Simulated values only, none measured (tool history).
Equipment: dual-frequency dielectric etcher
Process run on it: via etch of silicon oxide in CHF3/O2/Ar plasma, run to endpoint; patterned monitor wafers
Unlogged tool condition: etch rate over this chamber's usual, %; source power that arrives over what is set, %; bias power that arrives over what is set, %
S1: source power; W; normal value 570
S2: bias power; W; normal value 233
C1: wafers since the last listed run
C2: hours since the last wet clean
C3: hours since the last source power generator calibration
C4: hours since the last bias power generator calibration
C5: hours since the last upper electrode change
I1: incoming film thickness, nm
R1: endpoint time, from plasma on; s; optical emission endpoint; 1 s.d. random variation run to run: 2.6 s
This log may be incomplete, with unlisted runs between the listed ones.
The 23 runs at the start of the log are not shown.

run    hour   S1   S2   C1     C2      C3      C4     C5     I1     R1
 24  1084.9  640  265   97    282   446.8   392.2  104.4  781.6  333.8
 25  1142.1  470  188  207  339.2     504   449.4  161.6  778.5  388.7
 26  1195.2  660  287  192  392.3   557.1   502.5  214.7  783.1    330
     1239.2  -- wet clean of the chamber
 27  1239.7  570  182   74    0.5   601.6     547  259.2  771.9  364.7
 28  1284.4  640  217  161   45.2   646.3   591.7  303.9  778.4  344.8
 29    1321  710  265  132   81.8   682.9   628.3  340.5  780.3  323.3
 30    1349  570  233  101  109.8   710.9   656.3  368.5    782  353.5
 31    1408  630  184  213  168.8   769.9   715.3  427.5  798.3  374.6
 32  1472.5  570  183  233  233.3   834.4   779.8    492  774.3  373.6
 33  1510.9  480  233  139  271.7   872.8   818.2  530.4  783.4  371.6
 34  1683.4  700  250  624  444.2  1045.3   990.7  702.9  783.5  338.3
     1736.8  -- wet clean of the chamber
 35  1741.3  500  267  122    4.5  1103.2  1048.6  760.8  785.3  358.4

Below are 4 alternative next runs, each starting from the tool's condition after run 35. Predict each:
  A  1741.8  570  273   1   5  1103.7  1049.1  761.3  770.2   ?
  B  1741.8  530  281   1   5  1103.7  1049.1  761.3  770.2   ?
  C  1741.8  500  284   1   5  1103.7  1049.1  761.3  770.2   ?
  D  1741.8  570  208   1   5  1103.7  1049.1  761.3  770.2   ?

run     R1
  A  332.9
  B  335.9
  C  339.3
  D  355.7
With no hidden state in the tool, these same runs would have given:
run     R1
  A  330.9
  B    334
  C  337.4
  D  353.7

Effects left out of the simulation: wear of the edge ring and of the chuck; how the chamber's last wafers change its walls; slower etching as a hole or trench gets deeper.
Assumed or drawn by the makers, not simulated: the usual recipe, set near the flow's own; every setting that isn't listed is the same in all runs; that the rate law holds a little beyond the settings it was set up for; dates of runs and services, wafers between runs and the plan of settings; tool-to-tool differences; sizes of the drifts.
